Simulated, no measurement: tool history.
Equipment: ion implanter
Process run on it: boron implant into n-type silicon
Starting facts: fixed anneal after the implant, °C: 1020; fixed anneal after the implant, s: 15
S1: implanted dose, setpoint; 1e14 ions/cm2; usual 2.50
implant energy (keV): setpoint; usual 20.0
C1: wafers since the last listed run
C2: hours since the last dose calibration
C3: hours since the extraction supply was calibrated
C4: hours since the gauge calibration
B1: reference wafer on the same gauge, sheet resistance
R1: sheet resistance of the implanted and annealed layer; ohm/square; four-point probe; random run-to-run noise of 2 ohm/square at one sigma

{"run": 1, "day": 0.0, "S1": 2.5, "implant energy (keV)": 20.0, "C1": 0, "C2": 491.8, "C3": 6579.1, "C4": 1408.6, "B1": 433.3, "R1": 364.54}
{"run": 2, "day": 3.517, "S1": 2.9, "implant energy (keV)": 20.0, "C1": 2039, "C2": 576.2, "C3": 6663.5, "C4": 1493.0, "B1": 432.46, "R1": 324.44}
{"run": 3, "day": 5.65, "S1": 2.5, "implant energy (keV)": 24.5, "C1": 1236, "C2": 627.4, "C3": 6714.7, "C4": 1544.2, "B1": 433.79, "R1": 356.57}
{"run": 4, "day": 9.008, "S1": 2.5, "implant energy (keV)": 24.5, "C1": 1947, "C2": 708.0, "C3": 6795.3, "C4": 1624.8, "B1": 433.64, "R1": 358.15}
{"run": 5, "day": 13.133, "S1": 2.5, "implant energy (keV)": 24.5, "C1": 2391, "C2": 807.0, "C3": 6894.3, "C4": 1723.8, "B1": 435.61, "R1": 360.67}
{"run": 6, "day": 16.267, "S1": 2.19, "implant energy (keV)": 20.0, "C1": 1816, "C2": 882.2, "C3": 6969.5, "C4": 1799.0, "B1": 434.92, "R1": 413.75}
{"run": 7, "day": 20.55, "S1": 2.5, "implant energy (keV)": 20.0, "C1": 2483, "C2": 985.0, "C3": 7072.3, "C4": 1901.8, "B1": 436.17, "R1": 367.86}
{"run": 8, "day": 24.733, "S1": 2.5, "implant energy (keV)": 20.0, "C1": 2425, "C2": 1085.4, "C3": 7172.7, "C4": 2002.2, "B1": 438.08, "R1": 369.47}
{"run": 9, "day": 28.229, "S1": 2.5, "implant energy (keV)": 20.0, "C1": 2026, "C2": 1169.3, "C3": 7256.6, "C4": 2086.1, "B1": 438.18, "R1": 371.11}
{"run": 10, "day": 30.55, "S1": 2.71, "implant energy (keV)": 17.0, "C1": 1345, "C2": 1225.0, "C3": 7312.3, "C4": 2141.8, "B1": 439.77, "R1": 353.38}
{"day": 32.117, "done": "Faraday cup replaced and dose calibrated"}
{"run": 11, "day": 33.25, "S1": 2.5, "implant energy (keV)": 20.0, "C1": 1372, "C2": 27.2, "C3": 7377.1, "C4": 2206.6, "B1": 440.75, "R1": 370.88}
{"run": 12, "day": 36.338, "S1": 2.5, "implant energy (keV)": 20.0, "C1": 1790, "C2": 101.3, "C3": 7451.2, "C4": 2280.7, "B1": 440.18, "R1": 375.97}
{"run": 13, "day": 39.596, "S1": 2.5, "implant energy (keV)": 20.0, "C1": 1889, "C2": 179.5, "C3": 7529.4, "C4": 2358.9, "B1": 441.93, "R1": 369.96}
{"run": 14, "day": 41.325, "S1": 1.96, "implant energy (keV)": 20.0, "C1": 1002, "C2": 221.0, "C3": 7570.9, "C4": 2400.4, "B1": 441.13, "R1": 453.39}
{"run": 15, "day": 45.325, "S1": 2.69, "implant energy (keV)": 20.0, "C1": 2319, "C2": 317.0, "C3": 7666.9, "C4": 2496.4, "B1": 443.8, "R1": 352.42}
{"day": 45.792, "done": "extraction supply calibrated"}
{"run": 16, "day": 47.888, "S1": 2.69, "implant energy (keV)": 20.0, "C1": 1292, "C2": 378.5, "C3": 50.3, "C4": 2557.9, "B1": 444.79, "R1": 351.9}
{"run": 17, "day": 50.142, "S1": 2.69, "implant energy (keV)": 20.0, "C1": 1307, "C2": 432.6, "C3": 104.4, "C4": 2612.0, "B1": 445.89, "R1": 356.39}
{"run": 18, "day": 53.596, "S1": 2.5, "implant energy (keV)": 20.0, "C1": 2002, "C2": 515.5, "C3": 187.3, "C4": 2694.9, "B1": 446.8, "R1": 373.47}
{"run": 19, "day": 56.35, "S1": 2.5, "implant energy (keV)": 13.0, "C1": 1596, "C2": 581.6, "C3": 253.4, "C4": 2761.0, "B1": 447.24, "R1": 395.27}
{"run": 20, "day": 60.358, "S1": 3.16, "implant energy (keV)": 17.0, "C1": 2324, "C2": 677.8, "C3": 349.6, "C4": 2857.2, "B1": 449.71, "R1": 319.5}
{"day": 61.542, "done": "gauge calibrated"}
{"run": 21, "day": 64.112, "S1": 3.01, "implant energy (keV)": 14.5, "C1": 2176, "C2": 767.9, "C3": 439.7, "C4": 61.7, "B1": 431.81, "R1": 323.1}
{"run": 22, "day": 66.988, "S1": 2.5, "implant energy (keV)": 20.0, "C1": 1667, "C2": 836.9, "C3": 508.7, "C4": 130.7, "B1": 432.27, "R1": 361.78}
{"run": 23, "day": 71.254, "S1": 2.5, "implant energy (keV)": 18.0, "C1": 2473, "C2": 939.3, "C3": 611.1, "C4": 233.1, "B1": 430.89, "R1": 367.54}
{"run": 24, "day": 73.75, "S1": 2.75, "implant energy (keV)": 15.5, "C1": 1447, "C2": 999.2, "C3": 671.0, "C4": 293.0, "B1": 433.07, "R1": 344.11}
{"run": 25, "day": 77.896, "S1": 1.82, "implant energy (keV)": 18.0, "C1": 2403, "C2": 1098.7, "C3": 770.5, "C4": 392.5, "B1": 432.18, "R1": 473.42}
{"run": 26, "day": 82.008, "S1": 2.03, "implant energy (keV)": 23.5, "C1": 2384, "C2": 1197.4, "C3": 869.2, "C4": 491.2, "B1": 433.17, "R1": 423.39}
{"run": 27, "day": 84.167, "S1": 2.7, "implant energy (keV)": 13.0, "C1": 1251, "C2": 1249.2, "C3": 921.0, "C4": 543.0, "B1": 432.58, "R1": 358.2}
{"run": 28, "day": 87.629, "S1": 2.07, "implant energy (keV)": 20.0, "C1": 2007, "C2": 1332.3, "C3": 1004.1, "C4": 626.1, "B1": 433.5, "R1": 424.17}
{"run": 29, "day": 90.15, "S1": 2.5, "implant energy (keV)": 20.0, "C1": 1461, "C2": 1392.8, "C3": 1064.6, "C4": 686.6, "B1": 434.15, "R1": 364.23}
{"run": 30, "day": 94.525, "S1": 2.5, "implant energy (keV)": 20.0, "C1": 2536, "C2": 1497.8, "C3": 1169.6, "C4": 791.6, "B1": 434.18, "R1": 363.3}
{"run": 31, "day": 96.362, "S1": 3.24, "implant energy (keV)": 22.0, "C1": 1065, "C2": 1541.9, "C3": 1213.7, "C4": 835.7, "B1": 434.06, "R1": 292.88}
{"run": 32, "day": 97.975, "S1": 2.5, "implant energy (keV)": 26.0, "C1": 934, "C2": 1580.6, "C3": 1252.4, "C4": 874.4, "B1": 432.71, "R1": 354.42}
{"day": 98.921, "done": "Faraday cup replaced and dose calibrated"}
{"run": 33, "day": 101.712, "S1": 2.04, "implant energy (keV)": 25.0, "C1": 1973, "C2": 67.0, "C3": 1342.1, "C4": 964.1, "B1": 434.54, "R1": 420.42}
{"run": 34, "day": 104.821, "S1": 2.5, "implant energy (keV)": 20.0, "C1": 1802, "C2": 141.6, "C3": 1416.7, "C4": 1038.7, "B1": 434.54, "R1": 367.66}
{"run": 35, "day": 106.425, "S1": 2.5, "implant energy (keV)": 17.0, "C1": 930, "C2": 180.1, "C3": 1455.2, "C4": 1077.2, "B1": 435.38, "R1": 373.27}
{"run": 36, "day": 108.221, "S1": 2.09, "implant energy (keV)": 23.0, "C1": 1041, "C2": 223.2, "C3": 1498.3, "C4": 1120.3, "B1": 436.17, "R1": 414.45}
{"run": 37, "day": 112.229, "S1": 2.5, "implant energy (keV)": 15.5, "C1": 2324, "C2": 319.4, "C3": 1594.5, "C4": 1216.5, "B1": 435.42, "R1": 375.49}
{"run": 38, "day": 115.342, "S1": 2.5, "implant energy (keV)": 20.0, "C1": 1804, "C2": 394.1, "C3": 1669.2, "C4": 1291.2, "B1": 436.01, "R1": 366.15}

Hidden state, per run?
deviation of the true dose from the Faraday cup's reading, %: 0 across all the runs
deviation of the true energy from its setpoint, %: 0 across all the runs
H1: gauge reads high (%)
run=1 H1=0.689
run=2 H1=0.835
run=3 H1=0.928
run=4 H1=1.08
run=5 H1=1.28
run=6 H1=1.44
run=7 H1=1.66
run=8 H1=1.9
run=9 H1=2.1
run=10 H1=2.24
run=11 H1=2.41
run=12 H1=2.61
run=13 H1=2.82
run=14 H1=2.94
run=15 H1=3.22
run=16 H1=3.41
run=17 H1=3.58
run=18 H1=3.84
run=19 H1=4.05
run=20 H1=4.38
run=21 H1=0.441
run=22 H1=0.449
run=23 H1=0.471
run=24 H1=0.49
run=25 H1=0.531
run=26 H1=0.583
run=27 H1=0.615
run=28 H1=0.673
run=29 H1=0.72
run=30 H1=0.813
run=31 H1=0.856
run=32 H1=0.895
run=33 H1=0.993
run=34 H1=1.08
run=35 H1=1.13
run=36 H1=1.19
run=37 H1=1.32
run=38 H1=1.43

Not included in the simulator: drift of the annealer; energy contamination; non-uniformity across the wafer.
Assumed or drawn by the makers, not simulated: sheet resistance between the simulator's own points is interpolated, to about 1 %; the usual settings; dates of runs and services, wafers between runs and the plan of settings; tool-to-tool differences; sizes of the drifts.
